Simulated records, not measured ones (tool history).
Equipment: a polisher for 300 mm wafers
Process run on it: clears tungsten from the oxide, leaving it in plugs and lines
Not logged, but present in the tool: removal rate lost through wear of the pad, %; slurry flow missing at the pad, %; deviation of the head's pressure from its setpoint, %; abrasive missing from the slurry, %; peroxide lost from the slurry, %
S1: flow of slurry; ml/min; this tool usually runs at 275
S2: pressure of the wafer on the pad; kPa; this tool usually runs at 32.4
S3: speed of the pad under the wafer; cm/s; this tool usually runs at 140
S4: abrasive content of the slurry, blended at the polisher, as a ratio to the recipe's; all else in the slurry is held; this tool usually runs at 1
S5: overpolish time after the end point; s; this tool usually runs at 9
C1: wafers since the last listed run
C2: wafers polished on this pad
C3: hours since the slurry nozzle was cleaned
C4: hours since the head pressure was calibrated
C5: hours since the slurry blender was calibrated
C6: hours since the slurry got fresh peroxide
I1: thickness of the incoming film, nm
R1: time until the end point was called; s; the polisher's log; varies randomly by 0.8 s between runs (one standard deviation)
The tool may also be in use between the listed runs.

run 1 day=0 | S1=275 S2=32.4 S3=140 S4=1.1 S5=9 | C1=0 C2=643 C3=46.7 C4=715.1 C5=205 C6=95.2 | I1=338.6 | R1=54.9
-- day=0.525 slurry tank refilled with fresh slurry and peroxide
-- day=0.533 slurry blender recalibrated
run 2 day=0.75 | S1=275 S2=32.4 S3=140 S4=1 S5=9 | C1=195 C2=839 C3=64.7 C4=733.1 C5=5.2 C6=5.4 | I1=343.4 | R1=52.5
run 3 day=1.25 | S1=275 S2=32.4 S3=140 S4=1 S5=9 | C1=139 C2=979 C3=76.7 C4=745.1 C5=17.2 C6=17.4 | I1=338.5 | R1=53.5
run 4 day=2 | S1=300 S2=32.4 S3=92 S4=0.9 S5=8 | C1=209 C2=1188 C3=94.7 C4=763.1 C5=35.2 C6=35.4 | I1=340.8 | R1=83.1
-- day=2.254 worn pad replaced by a new one
run 5 day=2.558 | S1=275 S2=32.4 S3=100 S4=1 S5=9 | C1=109 C2=85 C3=108.1 C4=776.5 C5=48.6 C6=48.8 | I1=338.3 | R1=75.3
run 6 day=3.267 | S1=275 S2=32.4 S3=176 S4=1 S5=9 | C1=197 C2=283 C3=125.1 C4=793.5 C5=65.6 C6=65.8 | I1=341.1 | R1=45.2
run 7 day=3.725 | S1=275 S2=32.4 S3=140 S4=1 S5=9 | C1=128 C2=411 C3=136.1 C4=804.5 C5=76.6 C6=76.8 | I1=337.4 | R1=54.1
run 8 day=4.392 | S1=240 S2=35.9 S3=140 S4=1 S5=12 | C1=186 C2=597 C3=152.1 C4=820.5 C5=92.6 C6=92.8 | I1=338.8 | R1=51.3
run 9 day=4.796 | S1=275 S2=32.4 S3=140 S4=1.25 S5=9 | C1=112 C2=710 C3=161.8 C4=830.2 C5=102.3 C6=102.5 | I1=336.7 | R1=52.8
-- day=5 slurry tank refilled with fresh slurry and peroxide
run 10 day=5.192 | S1=275 S2=32.4 S3=140 S4=1 S5=9 | C1=98 C2=809 C3=171.3 C4=839.7 C5=111.8 C6=4.6 | I1=345.5 | R1=52.2
run 11 day=5.796 | S1=205 S2=24.8 S3=140 S4=1 S5=13 | C1=168 C2=977 C3=185.8 C4=854.2 C5=126.3 C6=19.1 | I1=339 | R1=70.8
run 12 day=6.475 | S1=215 S2=28.3 S3=118 S4=1 S5=9 | C1=189 C2=1167 C3=202.1 C4=870.5 C5=142.6 C6=35.4 | I1=342.8 | R1=75.1
-- day=6.812 worn pad replaced by a new one
run 13 day=7.171 | S1=275 S2=40 S3=118 S4=1 S5=9 | C1=147 C2=99 C3=218.8 C4=887.2 C5=159.3 C6=52.1 | I1=335 | R1=51.7
run 14 day=7.421 | S1=335 S2=32.4 S3=140 S4=0.7 S5=9 | C1=69 C2=169 C3=224.8 C4=893.2 C5=165.3 C6=58.1 | I1=343.3 | R1=56.9
run 15 day=8.158 | S1=275 S2=32.4 S3=140 S4=1 S5=9 | C1=206 C2=375 C3=242.5 C4=910.9 C5=183 C6=75.8 | I1=340.3 | R1=56.7
-- day=8.558 slurry blender recalibrated
-- day=8.579 head pressure recalibrated
run 16 day=8.6 | S1=275 S2=29 S3=140 S4=1 S5=9 | C1=94 C2=470 C3=253.1 C4=0.5 C5=1 C6=86.4 | I1=338.3 | R1=61.3

Expected results for the next run?
run 17 day=8.992 | S1=275 S2=32.4 S3=174 S4=1.3 S5=9 | C1=109 C2=580 C3=262.5 C4=9.9 C5=10.4 C6=95.8 | I1=334 | R1=?

{"run 17": {"R1": 42.7}}
With the hidden condition absent and the run-to-run variation left alone, this run would have shown R1 39 s.
